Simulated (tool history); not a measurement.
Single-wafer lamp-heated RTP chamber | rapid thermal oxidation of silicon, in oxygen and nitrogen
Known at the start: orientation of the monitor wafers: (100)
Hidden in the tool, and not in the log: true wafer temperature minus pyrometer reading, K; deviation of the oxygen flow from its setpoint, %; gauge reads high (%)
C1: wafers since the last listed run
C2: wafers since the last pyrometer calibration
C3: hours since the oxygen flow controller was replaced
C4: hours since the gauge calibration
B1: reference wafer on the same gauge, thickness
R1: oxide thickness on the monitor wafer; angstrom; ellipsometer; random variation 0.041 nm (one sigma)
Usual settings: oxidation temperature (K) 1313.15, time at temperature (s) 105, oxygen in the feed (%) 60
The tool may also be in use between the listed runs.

Run 1, hour 0: usual settings but oxidation temperature (K) 1295.15, oxygen in the feed (%) 67; C1 0; C2 1905; C3 6895.6; C4 16.4; B1 9.04. Result: R1 75.88 angstrom.
Run 2, hour 8.6: usual settings but oxidation temperature (K) 1295.15, oxygen in the feed (%) 67; C1 104; C2 2010; C3 6904.2; C4 25; B1 9.04. Result: R1 75.49 angstrom.
Run 3, hour 21.1: usual settings but time at temperature (s) 138; C1 152; C2 2163; C3 6916.7; C4 37.5; B1 9.039. Result: R1 94.26 angstrom.
Run 4, hour 38.6: usual settings but time at temperature (s) 138; C1 213; C2 2376; C3 6934.2; C4 55; B1 9.032. Result: R1 93.67 angstrom.
Run 5, hour 83.7: usual settings but time at temperature (s) 137; C1 549; C2 2926; C3 6979.3; C4 100.1; B1 9.044. Result: R1 93.66 angstrom.
Run 6, hour 100.6: usual settings but time at temperature (s) 137; C1 206; C2 3132; C3 6996.2; C4 117; B1 9.049. Result: R1 94.62 angstrom.
Run 7, hour 116.7: usual settings but oxygen in the feed (%) 77; C1 196; C2 3328; C3 7012.3; C4 133.1; B1 9.044. Result: R1 91.25 angstrom.
Run 8, hour 124.4: usual settings but oxygen in the feed (%) 77; C1 93; C2 3422; C3 7020; C4 140.8; B1 9.043. Result: R1 91.82 angstrom.
Run 9, hour 136.9: usual settings but oxygen in the feed (%) 77; C1 152; C2 3574; C3 7032.5; C4 153.3; B1 9.05. Result: R1 90.68 angstrom.
Run 10, hour 151.1: usual settings but time at temperature (s) 140; C1 173; C2 3747; C3 7046.7; C4 167.5; B1 9.037. Result: R1 95.28 angstrom.
Run 11, hour 162.3: usual settings; C1 136; C2 3884; C3 7057.9; C4 178.7; B1 9.062. Result: R1 83.14 angstrom.
Run 12, hour 175.9: usual settings but time at temperature (s) 80; C1 165; C2 4050; C3 7071.5; C4 192.3; B1 9.06. Result: R1 73.71 angstrom.
Run 13, hour 185.3: usual settings but time at temperature (s) 149, oxygen in the feed (%) 88; C1 114; C2 4164; C3 7080.9; C4 201.7; B1 9.029. Result: R1 112.11 angstrom.
Run 14, hour 194.2: usual settings but oxidation temperature (K) 1321.15, time at temperature (s) 129, oxygen in the feed (%) 48; C1 108; C2 4273; C3 7089.8; C4 210.6; B1 9.049. Result: R1 89.95 angstrom.
Run 15, hour 201.6: usual settings; C1 90; C2 4363; C3 7097.2; C4 218; B1 9.011. Result: R1 83.63 angstrom.
Run 16, hour 209.5: usual settings but time at temperature (s) 91; C1 96; C2 4459; C3 7105.1; C4 225.9; B1 9.04. Result: R1 78.32 angstrom.
At hour 240.8: gauge calibrated.
Run 17, hour 261.7: usual settings but oxidation temperature (K) 1325.15, time at temperature (s) 157, oxygen in the feed (%) 75; C1 636; C2 5096; C3 7157.3; C4 20.9; B1 9.05. Result: R1 118.32 angstrom.
At hour 288: pyrometer window cleaned and pyrometer calibrated.
Run 18, hour 313: usual settings but oxidation temperature (K) 1330.15, time at temperature (s) 152, oxygen in the feed (%) 72; C1 527; C2 304; C3 7208.6; C4 72.2; B1 9.033. Result: R1 116.37 angstrom.
At hour 323.7: oxygen flow controller replaced.
Run 19, hour 324: usual settings but time at temperature (s) 140; C1 36; C2 341; C3 0.3; C4 83.2; B1 9.043. Result: R1 93.3 angstrom.
Run 20, hour 330.9: usual settings but oxidation temperature (K) 1330.15, oxygen in the feed (%) 45; C1 84; C2 425; C3 7.2; C4 90.1; B1 9.049. Result: R1 82.1 angstrom.
Run 21, hour 345.2: usual settings but oxidation temperature (K) 1323.15, time at temperature (s) 55, oxygen in the feed (%) 71; C1 174; C2 599; C3 21.5; C4 104.4; B1 9.031. Result: R1 69.18 angstrom.
Run 22, hour 394.4: usual settings; C1 599; C2 1199; C3 70.7; C4 153.6; B1 9.041. Result: R1 82.08 angstrom.
Run 23, hour 416.9: usual settings but oxidation temperature (K) 1291.15, time at temperature (s) 145, oxygen in the feed (%) 78; C1 274; C2 1473; C3 93.2; C4 176.1; B1 9.044. Result: R1 90.45 angstrom.
Run 24, hour 423.5: usual settings but oxidation temperature (K) 1340.15; C1 80; C2 1554; C3 99.8; C4 182.7; B1 9.04. Result: R1 99.29 angstrom.
Run 25, hour 440.2: usual settings; C1 203; C2 1757; C3 116.5; C4 199.4; B1 9.043. Result: R1 82.16 angstrom.

4 ways to go on from here, each from the tool as it stands after run 25. What would each give?
Run A, hour 440.6: usual settings but time at temperature (s) 87; C1 4; C2 1762; C3 116.9; C4 199.8; B1 ?. Result: R1 ?.
Run B, hour 440.6: usual settings but oxidation temperature (K) 1297.15, time at temperature (s) 139, oxygen in the feed (%) 79; C1 4; C2 1762; C3 116.9; C4 199.8; B1 ?. Result: R1 ?.
Run C, hour 440.6: usual settings but oxidation temperature (K) 1297.15, time at temperature (s) 69, oxygen in the feed (%) 44; C1 4; C2 1762; C3 116.9; C4 199.8; B1 ?. Result: R1 ?.
Run D, hour 440.6: usual settings but oxidation temperature (K) 1333.15, time at temperature (s) 69; C1 4; C2 1762; C3 116.9; C4 199.8; B1 ?. Result: R1 ?.

run     B1     R1
  A  9.057  75.07
  B  9.057  91.78
  C  9.057  54.35
  D  9.057   77.5
Without the tool's hidden state the same runs would have given:
run     R1
  A  72.47
  B  88.48
  C  52.46
  D  74.89
